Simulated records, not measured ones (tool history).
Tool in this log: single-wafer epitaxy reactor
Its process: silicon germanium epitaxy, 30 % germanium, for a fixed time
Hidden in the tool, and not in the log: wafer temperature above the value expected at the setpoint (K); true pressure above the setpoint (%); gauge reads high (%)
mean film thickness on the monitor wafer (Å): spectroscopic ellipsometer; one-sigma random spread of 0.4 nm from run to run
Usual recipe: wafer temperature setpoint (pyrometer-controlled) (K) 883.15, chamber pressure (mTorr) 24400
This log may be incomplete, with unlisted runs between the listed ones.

run    hour  wafer temperature setpoint (pyrometer-controlled) (K)  chamber pressure (mTorr)  wafers since the last listed run  hours since the last pyrometer calibration  hours since the last manometer calibration  hours since the showerhead was replaced  hours since the gauge calibration  read-back reference wafer on the same gauge, thickness_nm  mean film thickness on the monitor wafer (Å)
  1       0                                                 883.15                     24400                                 0                                       275.3                                      1093.7                                   3399.8                             1108.8                                                      84.92                                         808.3
  2    35.9                                                 883.15                     24400                               596                                       311.2                                      1129.6                                   3435.7                             1144.7                                                     84.888                                        812.02
  3    74.9                                                 883.15                     24400                               648                                       350.2                                      1168.6                                   3474.7                             1183.7                                                     84.894                                        803.87
  4   132.3                                                 883.15                     22100                               953                                       407.6                                        1226                                   3532.1                             1241.1                                                     84.893                                        786.65
  5   204.1                                                 883.15                     22100                              1193                                       479.4                                      1297.8                                   3603.9                             1312.9                                                     84.886                                        779.64
  6     269                                                 883.15                     24400                              1078                                       544.3                                      1362.7                                   3668.8                             1377.8                                                     84.954                                        793.69
      300.8  -- gauge calibrated
  7   330.7                                                 883.15                     28600                              1025                                         606                                      1424.4                                   3730.5                               29.9                                                      84.84                                        830.03
  8     395                                                 883.15                     28600                              1068                                       670.3                                      1488.7                                   3794.8                               94.2                                                     84.857                                        832.29
      404.1  -- showerhead replaced, of another model than before
  9   457.8                                                 883.15                     28600                               910                                       733.1                                      1551.5                                     53.7                                157                                                     84.861                                        848.45
 10   514.6                                                 880.15                     23000                               943                                       789.9                                      1608.3                                    110.5                              213.8                                                     84.885                                        725.68
 11   539.2                                                 883.15                     24400                               408                                       814.5                                      1632.9                                    135.1                              238.4                                                     84.847                                        797.44
 12   600.6                                                 883.15                     24400                              1020                                       875.9                                      1694.3                                    196.5                              299.8                                                      84.87                                        793.87
 13   658.1                                                 883.15                     24400                               955                                       933.4                                      1751.8                                      254                              357.3                                                     84.825                                        789.19
 14     728                                                 883.15                     26000                              1161                                      1003.3                                      1821.7                                    323.9                              427.2                                                     84.927                                        812.37
 15   788.7                                                 898.15                     24400                              1008                                        1064                                      1882.4                                    384.6                              487.9                                                     84.906                                       1065.01
 16   825.6                                                 883.15                     24400                               613                                      1100.9                                      1919.3                                    421.5                              524.8                                                     84.843                                        790.83
 17   877.1                                                 887.15                     26000                               855                                      1152.4                                      1970.8                                      473                              576.3                                                     84.888                                        880.61
      935.4  -- pyrometer calibrated
 18   943.9                                                 878.15                     27500                               977                                         8.5                                      2037.6                                    539.8                              643.1                                                     84.982                                        784.37
 19   974.5                                                 883.15                     24400                               508                                        39.1                                      2068.2                                    570.4                              673.7                                                     85.016                                         830.5
 20  1012.5                                                 883.15                     24400                               631                                        77.1                                      2106.2                                    608.4                              711.7                                                     84.857                                        817.39
 21  1043.9                                                 870.15                     29500                               521                                       108.5                                      2137.6                                    639.8                              743.1                                                     84.965                                        680.75
 22  1091.2                                                 883.15                     24400                               785                                       155.8                                      2184.9                                    687.1                              790.4                                                     84.908                                         808.9
     1118.1  -- capacitance manometer re-zeroed and calibrated
 23  1142.5                                                 887.15                     28800                               719                                       207.1                                        24.4                                    738.4                              841.7                                                     84.963                                         937.9
 24  1207.2                                                 887.15                     27500                              1075                                       271.8                                        89.1                                    803.1                              906.4                                                     84.918                                        908.05
 25  1244.8                                                 895.15                     24400                               624                                       309.4                                       126.7                                    840.7                                944                                                      84.95                                       1030.92
 26  1281.4                                                 893.15                     26700                               608                                         346                                       163.3                                    877.3                              980.6                                                     84.926                                       1011.18
 27  1344.2                                                 877.15                     21900                              1043                                       408.8                                       226.1                                    940.1                             1043.4                                                     84.858                                        674.94
 28  1368.6                                                 874.15                     24400                               405                                       433.2                                       250.5                                    964.5                             1067.8                                                     84.844                                         662.8
 29  1470.6                                                 883.15                     24400                              1694                                       535.2                                       352.5                                   1066.5                             1169.8                                                     84.909                                        799.77
 30  1536.2                                                 883.15                     24400                              1090                                       600.8                                       418.1                                   1132.1                             1235.4                                                     84.926                                        791.56
 31    1568                                                 883.15                     24400                               528                                       632.6                                       449.9                                   1163.9                             1267.2                                                     84.933                                        788.88
     1586.6  -- gauge calibrated
 32  1601.6                                                 871.15                     29100                               558                                       666.2                                       483.5                                   1197.5                                 15                                                     84.942                                        667.61
 33  1658.2                                                 896.15                     18500                               940                                       722.8                                       540.1                                   1254.1                               71.6                                                     84.899                                        927.92
 34  1685.1                                                 868.15                     21800                               446                                       749.7                                         567                                     1281                               98.5                                                     84.964                                        555.08
 35  1752.7                                                 871.15                     28100                              1123                                       817.3                                       634.6                                   1348.6                              166.1                                                     84.899                                        645.97
 36    1782                                                 896.15                     29000                               486                                       846.6                                       663.9                                   1377.9                              195.4                                                      84.86                                       1095.45

Consider 3 possible next runs. They are alternatives, not a sequence: every one starts from the tool as it was left by run 36. What does each give?
  A  1782.4                                                 883.15                     21800                                 6                                         847                                       664.3                                   1378.3                              195.8                                                          ?                                             ?
  B  1782.4                                                 876.15                     24400                                 6                                         847                                       664.3                                   1378.3                              195.8                                                          ?                                             ?
  C  1782.4                                                 883.15                     20000                                 6                                         847                                       664.3                                   1378.3                              195.8                                                          ?                                             ?

run  read-back reference wafer on the same gauge, thickness_nm  mean film thickness on the monitor wafer (Å)
  A                                                     84.945                                        749.34
  B                                                     84.945                                        678.53
  C                                                     84.945                                        723.75
With the hidden condition removed and each run's random variation left untouched, the same runs would have given:
run  mean film thickness on the monitor wafer (Å)
  A                                        786.47
  B                                        712.78
  C                                         759.6
